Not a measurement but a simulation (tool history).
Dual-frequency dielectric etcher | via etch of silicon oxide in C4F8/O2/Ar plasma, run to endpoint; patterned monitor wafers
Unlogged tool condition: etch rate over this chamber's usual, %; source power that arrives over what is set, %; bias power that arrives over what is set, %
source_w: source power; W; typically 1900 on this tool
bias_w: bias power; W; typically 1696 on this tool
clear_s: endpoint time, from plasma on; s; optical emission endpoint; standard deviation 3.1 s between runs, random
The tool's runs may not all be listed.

run	hour	source_w	bias_w	wafers since the last listed run	hours since the last wet clean	hours since the last source power generator calibration	hours since the last bias power generator calibration	hours since the last upper electrode change	incoming incoming film thickness, nm	clear_s
1	0	1900	1696	0	14.2	2893.8	1086.8	2044.6	1907.5	391.3
2	52.4	1900	1696	142	66.6	2946.2	1139.2	2097	1903	393.4
3	132.4	2030	1696	217	146.6	3026.2	1219.2	2177	1892.6	375.7
4	181.5	2030	1696	133	195.7	3075.3	1268.3	2226.1	1893.5	373.5
5	220.4	2030	1696	105	234.6	3114.2	1307.2	2265	1899.2	381.9
6	398.8	2150	1696	485	413	3292.6	1485.6	2443.4	1908.6	371
# hour 458.8: wet clean of the chamber
7	498.6	2150	1696	206	39.8	3392.4	1585.4	2543.2	1913.4	370.2
8	581.7	1900	1696	226	122.9	3475.5	1668.5	2626.3	1890.7	385.4
9	663.4	1900	1427	222	204.6	3557.2	1750.2	2708	1880.2	401.7
# hour 757.8: upper electrode replaced
10	758.3	1900	1427	192	299.5	3652.1	1845.1	0.5	1897.9	408.7
# hour 844.3: wet clean of the chamber
11	844.8	2030	1915	170	0.5	3738.6	1931.6	87	1879.1	363.9
12	940.2	1750	1326	259	95.9	3834	2027	182.4	1916.5	439.3
13	1007.2	2110	1922	182	162.9	3901	2094	249.4	1907.1	362.2
14	1126.1	1900	1493	323	281.8	4019.9	2212.9	368.3	1895.4	403.1
# hour 1240: source power generator calibrated
15	1250.5	1580	1975	327	406.2	10.5	2337.3	492.7	1892.8	395.6
# hour 1288.6: wet clean of the chamber
# hour 1298.7: bias power generator calibrated
16	1313.4	1900	1696	94	24.8	73.4	14.7	555.6	1915.6	393.7
17	1382.1	2090	1449	186	93.5	142.1	83.4	624.3	1890.2	394.1
18	1473.4	2030	1696	248	184.8	233.4	174.7	715.6	1886.3	369.5
19	1545.5	2350	1561	196	256.9	305.5	246.8	787.7	1909.6	365.9
20	1583.5	1530	1906	103	294.9	343.5	284.8	825.7	1897.4	405.3
# hour 1710.8: wet clean of the chamber
21	1711.3	1900	1696	282	0.5	471.3	412.6	953.5	1886.5	386.7

What will run 22 give?
22	1757.7	1900	1696	126	46.9	517.7	459	999.9	1909.2	?

{"run 22": {"clear_s": 394.7}}
Were there no unlogged condition in the tool, this run, its random variation unchanged, would have produced clear_s 394.7 s.

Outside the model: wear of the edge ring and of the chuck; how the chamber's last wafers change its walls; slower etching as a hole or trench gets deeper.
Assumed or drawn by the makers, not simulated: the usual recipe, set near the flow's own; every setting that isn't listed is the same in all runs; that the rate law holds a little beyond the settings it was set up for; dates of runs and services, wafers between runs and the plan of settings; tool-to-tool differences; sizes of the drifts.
